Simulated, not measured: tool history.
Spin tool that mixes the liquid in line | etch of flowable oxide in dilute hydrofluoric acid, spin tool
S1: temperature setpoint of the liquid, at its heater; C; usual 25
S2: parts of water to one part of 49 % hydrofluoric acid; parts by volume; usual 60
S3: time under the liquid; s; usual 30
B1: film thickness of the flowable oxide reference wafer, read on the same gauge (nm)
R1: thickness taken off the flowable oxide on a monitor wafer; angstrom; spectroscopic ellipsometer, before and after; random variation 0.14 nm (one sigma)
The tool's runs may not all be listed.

run,hour,S1,S2,S3,B1,R1
1,0,22,60,30,70.02,317.3
2,17,25,60,30,70,357.7
3,58.5,25,60,30,69.99,354.8
4,68.4,25,60,30,70,355.9
5,78.5,25,60,15,70.01,178.1
6,95.2,25,60,15,70.03,178.9
7,102.9,25,60,30,69.99,356.6
8,114.8,25,60,30,70.02,355
9,130.8,25,60,30,69.99,355
# hour 133.4: hydrofluoric acid flow meter replaced
10,137.6,28.5,60,30,70.02,450.1
11,150.5,28.5,60,30,70.01,450.9
12,158.9,28.5,60,30,70.02,450.5
# hour 163: thermometer replaced
13,173.9,25,70,30,70.01,297.5
14,180.4,25,70,30,69.99,297.8
15,190.9,25,70,30,70,297.2
16,206.1,25,60,30,70,351.8
17,247.8,25,30,30,69.98,730.6
18,261.2,25,45,30,69.97,477.8
19,274.4,25,60,30,69.98,348.4
20,286.9,27.5,60,30,70.01,386.7
21,300.1,25,60,30,70,350.2
22,316.7,25,60,30,69.97,345.4
# hour 330.4: gauge calibrated
23,332.2,22,35,40,70,728.3
24,348.9,22.5,40,40,70.01,639.2
25,366.2,29,35,15,69.99,359.9
26,383.4,28,60,30,69.98,391.1
27,390.4,25,60,30,70,346.9
28,405.9,25,60,30,70.01,345.6
29,416.1,25,30,30,70.03,723.5
30,429.4,23.5,40,45,70,754
31,437.1,25,50,30,69.99,421.7
32,453.6,25,80,20,70,167.4
33,464.1,27.5,40,15,69.98,294.6
34,478.8,25,60,30,69.99,344.3
35,491.2,25,60,30,69.99,345.9

Forecast each of these 3 alternatives for the next run:
A,491.6,25,60,30,?,?
B,491.6,25,60,20,?,?
C,491.6,21,50,15,?,?

run,B1,R1
A,70.01,347.1
B,70.01,231.4
C,70.01,179.1
Without the tool's hidden state the same runs would have given:
run,R1
A,352.4
B,234.9
C,181.6
